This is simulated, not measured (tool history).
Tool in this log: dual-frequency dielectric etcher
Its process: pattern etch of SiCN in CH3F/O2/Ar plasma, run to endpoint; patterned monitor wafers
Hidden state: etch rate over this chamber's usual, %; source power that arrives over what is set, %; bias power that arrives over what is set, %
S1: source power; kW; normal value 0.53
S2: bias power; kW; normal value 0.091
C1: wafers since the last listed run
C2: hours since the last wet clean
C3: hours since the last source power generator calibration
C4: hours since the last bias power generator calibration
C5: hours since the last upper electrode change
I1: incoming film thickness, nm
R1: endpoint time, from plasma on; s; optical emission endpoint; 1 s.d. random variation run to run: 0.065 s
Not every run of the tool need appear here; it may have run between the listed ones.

{"run": 1, "day": 0.0, "S1": 0.59, "S2": 0.091, "C1": 0, "C2": 515.4, "C3": 4102.9, "C4": 3623.5, "C5": 4179.2, "I1": 7.3, "R1": 17.7}
{"run": 2, "day": 0.425, "S1": 0.53, "S2": 0.091, "C1": 175, "C2": 525.6, "C3": 4113.1, "C4": 3633.7, "C5": 4189.4, "I1": 7.23, "R1": 18.4}
{"run": 3, "day": 1.15, "S1": 0.53, "S2": 0.091, "C1": 298, "C2": 543, "C3": 4130.5, "C4": 3651.1, "C5": 4206.8, "I1": 7.29, "R1": 18.5}
{"run": 4, "day": 1.796, "S1": 0.45, "S2": 0.091, "C1": 266, "C2": 558.5, "C3": 4146, "C4": 3666.6, "C5": 4222.3, "I1": 7.33, "R1": 19.9}
{"run": 5, "day": 2.35, "S1": 0.45, "S2": 0.091, "C1": 228, "C2": 571.8, "C3": 4159.3, "C4": 3679.9, "C5": 4235.6, "I1": 7.32, "R1": 19.8}
{"day": 3.858, "done": "upper electrode replaced"}
{"day": 4.158, "done": "wet clean of the chamber"}
{"run": 6, "day": 4.179, "S1": 0.45, "S2": 0.091, "C1": 216, "C2": 0.5, "C3": 4203.2, "C4": 3723.8, "C5": 7.7, "I1": 7.31, "R1": 18.7}
{"run": 7, "day": 4.196, "S1": 0.56, "S2": 0.091, "C1": 6, "C2": 0.9, "C3": 4203.6, "C4": 3724.2, "C5": 8.1, "I1": 7.26, "R1": 17.1}
{"run": 8, "day": 4.208, "S1": 0.53, "S2": 0.071, "C1": 5, "C2": 1.2, "C3": 4203.9, "C4": 3724.5, "C5": 8.4, "I1": 7.37, "R1": 19.2}
{"day": 4.479, "done": "source power generator calibrated"}
{"run": 9, "day": 4.5, "S1": 0.62, "S2": 0.101, "C1": 51, "C2": 8.2, "C3": 0.5, "C4": 3731.5, "C5": 15.4, "I1": 7.29, "R1": 16}
{"run": 10, "day": 4.9, "S1": 0.53, "S2": 0.091, "C1": 164, "C2": 17.8, "C3": 10.1, "C4": 3741.1, "C5": 25, "I1": 7.3, "R1": 17.7}
{"run": 11, "day": 5.446, "S1": 0.53, "S2": 0.082, "C1": 224, "C2": 30.9, "C3": 23.2, "C4": 3754.2, "C5": 38.1, "I1": 7.35, "R1": 18.4}
{"run": 12, "day": 5.933, "S1": 0.42, "S2": 0.091, "C1": 200, "C2": 42.6, "C3": 34.9, "C4": 3765.9, "C5": 49.8, "I1": 7.31, "R1": 19.3}
{"run": 13, "day": 6.433, "S1": 0.4, "S2": 0.099, "C1": 205, "C2": 54.6, "C3": 46.9, "C4": 3777.9, "C5": 61.8, "I1": 7.23, "R1": 18.9}
{"day": 6.8, "done": "bias power generator calibrated"}
{"run": 14, "day": 8.583, "S1": 0.49, "S2": 0.082, "C1": 816, "C2": 106.2, "C3": 98.5, "C4": 42.8, "C5": 113.4, "I1": 7.33, "R1": 19.1}

Forecast each of these 5 alternatives for the next run:
{"run": "A", "day": 8.6, "S1": 0.62, "S2": 0.091, "C1": 6, "C2": 106.6, "C3": 98.9, "C4": 43.2, "C5": 113.8, "I1": 7.34, "R1": "?"}
{"run": "B", "day": 8.6, "S1": 0.43, "S2": 0.071, "C1": 6, "C2": 106.6, "C3": 98.9, "C4": 43.2, "C5": 113.8, "I1": 7.34, "R1": "?"}
{"run": "C", "day": 8.6, "S1": 0.45, "S2": 0.107, "C1": 6, "C2": 106.6, "C3": 98.9, "C4": 43.2, "C5": 113.8, "I1": 7.34, "R1": "?"}
{"run": "D", "day": 8.6, "S1": 0.57, "S2": 0.107, "C1": 6, "C2": 106.6, "C3": 98.9, "C4": 43.2, "C5": 113.8, "I1": 7.34, "R1": "?"}
{"run": "E", "day": 8.6, "S1": 0.56, "S2": 0.103, "C1": 6, "C2": 106.6, "C3": 98.9, "C4": 43.2, "C5": 113.8, "I1": 7.34, "R1": "?"}

run=A R1=16.8
run=B R1=20.9
run=C R1=18
run=D R1=16.4
run=E R1=16.8
Without the tool's unlogged condition, the same runs would have read:
run=A R1=16.7
run=B R1=20.8
run=C R1=17.9
run=D R1=16.4
run=E R1=16.7

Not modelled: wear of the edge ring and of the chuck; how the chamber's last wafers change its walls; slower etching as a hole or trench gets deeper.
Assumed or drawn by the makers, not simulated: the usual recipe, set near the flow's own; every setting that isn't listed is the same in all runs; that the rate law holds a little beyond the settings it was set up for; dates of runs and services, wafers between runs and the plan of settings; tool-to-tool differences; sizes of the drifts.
